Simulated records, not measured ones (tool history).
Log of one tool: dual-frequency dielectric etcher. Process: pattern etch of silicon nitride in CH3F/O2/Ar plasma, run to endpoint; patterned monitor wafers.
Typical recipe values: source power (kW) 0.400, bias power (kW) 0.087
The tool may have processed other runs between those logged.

run   hour  source power (kW)  bias power (kW)  wafers since the last listed run  hours since the last wet clean  hours since the last source power generator calibration  hours since the last bias power generator calibration  hours since the last upper electrode change  incoming incoming film thickness, nm  endpoint time (s)
  1    0.0              0.400            0.087                                 0                            17.6                                                   2416.2                                                 1820.2                                       3498.6                                  52.7               75.0
  2   20.9              0.380            0.077                               235                            38.5                                                   2437.1                                                 1841.1                                       3519.5                                  52.4               79.8
  3   70.2              0.380            0.077                               555                            87.8                                                   2486.4                                                 1890.4                                       3568.8                                  52.7               79.8
  4   98.2              0.400            0.087                               315                           115.8                                                   2514.4                                                 1918.4                                       3596.8                                  52.3               74.3
  5  122.0              0.400            0.087                               267                           139.6                                                   2538.2                                                 1942.2                                       3620.6                                  53.1               75.7
  6  157.2              0.450            0.101                               396                           174.8                                                   2573.4                                                 1977.4                                       3655.8                                  53.0               68.9
  7  191.3              0.400            0.070                               383                           208.9                                                   2607.5                                                 2011.5                                       3689.9                                  52.9               81.9
  8  206.0              0.400            0.070                               165                           223.6                                                   2622.2                                                 2026.2                                       3704.6                                  52.8               82.3
  9  226.0              0.400            0.070                               225                           243.6                                                   2642.2                                                 2046.2                                       3724.6                                  53.0               82.0
     241.0  -- source power generator calibrated
     270.0  -- upper electrode replaced
 10  270.5              0.370            0.099                               185                           288.1                                                     29.5                                                 2090.7                                          0.5                                  52.5               73.4
 11  290.9              0.360            0.087                               229                           308.5                                                     49.9                                                 2111.1                                         20.9                                  53.3               78.2
 12  323.7              0.360            0.087                               369                           341.3                                                     82.7                                                 2143.9                                         53.7                                  52.7               77.0
     340.9  -- bias power generator calibrated
 13  349.3              0.360            0.087                               243                           366.9                                                    108.3                                                    8.4                                         79.3                                  52.7               77.3
 14  384.2              0.400            0.095                               392                           401.8                                                    143.2                                                   43.3                                        114.2                                  53.1               73.3
     410.1  -- wet clean of the chamber
 15  410.6              0.400            0.087                                27                             0.5                                                    169.6                                                   69.7                                        140.6                                  52.6               74.9
 16  434.3              0.340            0.078                               266                            24.2                                                    193.3                                                   93.4                                        164.3                                  52.6               81.3
 17  458.8              0.400            0.087                               275                            48.7                                                    217.8                                                  117.9                                        188.8                                  52.6               75.3
 18  493.8              0.310            0.107                               394                            83.7                                                    252.8                                                  152.9                                        223.8                                  52.8               75.5
 19  517.6              0.400            0.087                               267                           107.5                                                    276.6                                                  176.7                                        247.6                                  51.9               73.9
 20  530.3              0.400            0.095                               142                           120.2                                                    289.3                                                  189.4                                        260.3                                  52.6               73.1
 21  558.5              0.470            0.070                               317                           148.4                                                    317.5                                                  217.6                                        288.5                                  53.2               77.2
 22  580.3              0.470            0.098                               245                           170.2                                                    339.3                                                  239.4                                        310.3                                  52.2               67.0
 23  616.0              0.300            0.103                               401                           205.9                                                    375.0                                                  275.1                                        346.0                                  52.7               76.8
 24  648.4              0.400            0.087                               364                           238.3                                                    407.4                                                  307.5                                        378.4                                  53.1               75.2
 25  662.7              0.400            0.067                               160                           252.6                                                    421.7                                                  321.8                                        392.7                                  52.6               82.1
 26  680.8              0.310            0.069                               203                           270.7                                                    439.8                                                  339.9                                        410.8                                  52.9               89.7
 27  698.2              0.450            0.087                               195                           288.1                                                    457.2                                                  357.3                                        428.2                                  52.1               72.3
 28  710.4              0.460            0.100                               137                           300.3                                                    469.4                                                  369.5                                        440.4                                  52.5               68.0
 29  738.6              0.400            0.087                               317                           328.5                                                    497.6                                                  397.7                                        468.6                                  52.8               75.2
 30  770.9              0.400            0.087                               363                           360.8                                                    529.9                                                  430.0                                        500.9                                  53.1               75.8
     805.7  -- wet clean of the chamber
 31  806.2              0.460            0.077                               127                             0.5                                                    565.2                                                  465.3                                        536.2                                  52.6               75.0
 32  830.5              0.320            0.074                               273                            24.8                                                    589.5                                                  489.6                                        560.5                                  52.5               84.9
 33  862.0              0.300            0.104                               354                            56.3                                                    621.0                                                  521.1                                        592.0                                  52.8               77.3
 34  876.3              0.470            0.103                               160                            70.6                                                    635.3                                                  535.4                                        606.3                                  52.6               66.3

Across each entry between runs, compare the hidden state at the last listed run before it with the hidden state at the first listed run after it:
From run 9 to run 10: source power generator calibrated (hour 241.0); upper electrode replaced (hour 270.0)
  no hidden state differs between the two runs
From run 12 to run 13: bias power generator calibrated (hour 340.9)
  no hidden state differs between the two runs
From run 14 to run 15: wet clean of the chamber (hour 410.1)
  no hidden state differs between the two runs
From run 30 to run 31: wet clean of the chamber (hour 805.7)
  no hidden state differs between the two runs

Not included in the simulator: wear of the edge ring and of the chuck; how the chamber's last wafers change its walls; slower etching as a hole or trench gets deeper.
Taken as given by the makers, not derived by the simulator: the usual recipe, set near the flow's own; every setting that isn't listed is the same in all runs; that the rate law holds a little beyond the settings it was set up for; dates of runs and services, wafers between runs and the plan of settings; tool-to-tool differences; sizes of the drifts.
